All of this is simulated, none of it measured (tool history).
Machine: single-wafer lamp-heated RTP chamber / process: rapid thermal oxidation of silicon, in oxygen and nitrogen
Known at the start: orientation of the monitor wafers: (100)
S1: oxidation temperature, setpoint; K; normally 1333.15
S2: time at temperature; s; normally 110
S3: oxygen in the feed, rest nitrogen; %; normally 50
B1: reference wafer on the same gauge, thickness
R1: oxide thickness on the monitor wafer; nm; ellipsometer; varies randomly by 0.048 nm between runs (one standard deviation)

| run | hour | S1 | S2 | S3 | B1 | R1 |
|---|---|---|---|---|---|---|
| 1 | 0.0 | 1333.15 | 110 | 50 | 8.154 | 10.391 |
|  | 18.3 | pyrometer window cleaned and pyrometer calibrated |
| 2 | 114.0 | 1349.15 | 110 | 50 | 8.172 | 11.120 |
| 3 | 165.3 | 1349.15 | 110 | 50 | 8.160 | 11.202 |
| 4 | 239.9 | 1350.15 | 110 | 50 | 8.153 | 11.454 |
| 5 | 282.0 | 1350.15 | 110 | 50 | 8.156 | 11.501 |
| 6 | 384.5 | 1333.15 | 110 | 50 | 8.175 | 10.467 |
|  | 469.8 | pyrometer window cleaned and pyrometer calibrated |
| 7 | 470.3 | 1333.15 | 110 | 50 | 8.149 | 9.689 |
| 8 | 534.0 | 1333.15 | 110 | 50 | 8.160 | 9.900 |
| 9 | 640.8 | 1333.15 | 110 | 50 | 8.166 | 10.085 |
| 10 | 685.3 | 1333.15 | 110 | 50 | 8.156 | 10.194 |
| 11 | 750.6 | 1333.15 | 110 | 50 | 8.156 | 10.217 |
| 12 | 851.0 | 1333.15 | 96 | 50 | 8.163 | 9.788 |
|  | 899.9 | pyrometer window cleaned and pyrometer calibrated |
| 13 | 930.7 | 1333.15 | 96 | 50 | 8.158 | 9.263 |
| 14 | 1006.2 | 1333.15 | 110 | 50 | 8.159 | 9.995 |
| 15 | 1087.5 | 1308.15 | 77 | 77 | 8.169 | 8.472 |
| 16 | 1134.0 | 1333.15 | 110 | 50 | 8.174 | 10.212 |
|  | 1201.6 | gauge calibrated |
|  | 1214.4 | oxygen flow controller replaced |
| 17 | 1238.6 | 1309.15 | 94 | 40 | 8.171 | 7.589 |
|  | 1283.8 | pyrometer window cleaned and pyrometer calibrated |
| 18 | 1286.9 | 1356.15 | 70 | 73 | 8.158 | 10.703 |
| 19 | 1352.5 | 1351.15 | 58 | 62 | 8.163 | 9.017 |
| 20 | 1424.9 | 1308.15 | 58 | 26 | 8.159 | 5.126 |
|  | 1669.4 | pyrometer window cleaned and pyrometer calibrated |
| 21 | 1736.8 | 1356.15 | 69 | 80 | 8.152 | 11.028 |
| 22 | 1797.4 | 1333.15 | 162 | 69 | 8.156 | 13.422 |
| 23 | 1881.8 | 1348.15 | 110 | 68 | 8.163 | 12.490 |
| 24 | 1961.9 | 1348.15 | 110 | 50 | 8.161 | 11.271 |
|  | 2049.4 | pyrometer window cleaned and pyrometer calibrated |
| 25 | 2057.5 | 1333.15 | 110 | 50 | 8.170 | 9.762 |
| 26 | 2105.0 | 1303.15 | 110 | 32 | 8.157 | 6.876 |

Branching from run 26: 3 alternative next runs. What would each branch give?
| A | 2105.4 | 1333.15 | 110 | 50 | ? | ? |
| B | 2105.4 | 1333.15 | 110 | 31 | ? | ? |
| C | 2105.4 | 1316.15 | 78 | 50 | ? | ? |

| run | B1 | R1 |
|---|---|---|
| A | 8.162 | 9.812 |
| B | 8.162 | 8.270 |
| C | 8.162 | 7.486 |
Without the tool's hidden state the same runs would have given:
| run | R1 |
|---|---|
| A | 9.697 |
| B | 8.174 |
| C | 7.396 |
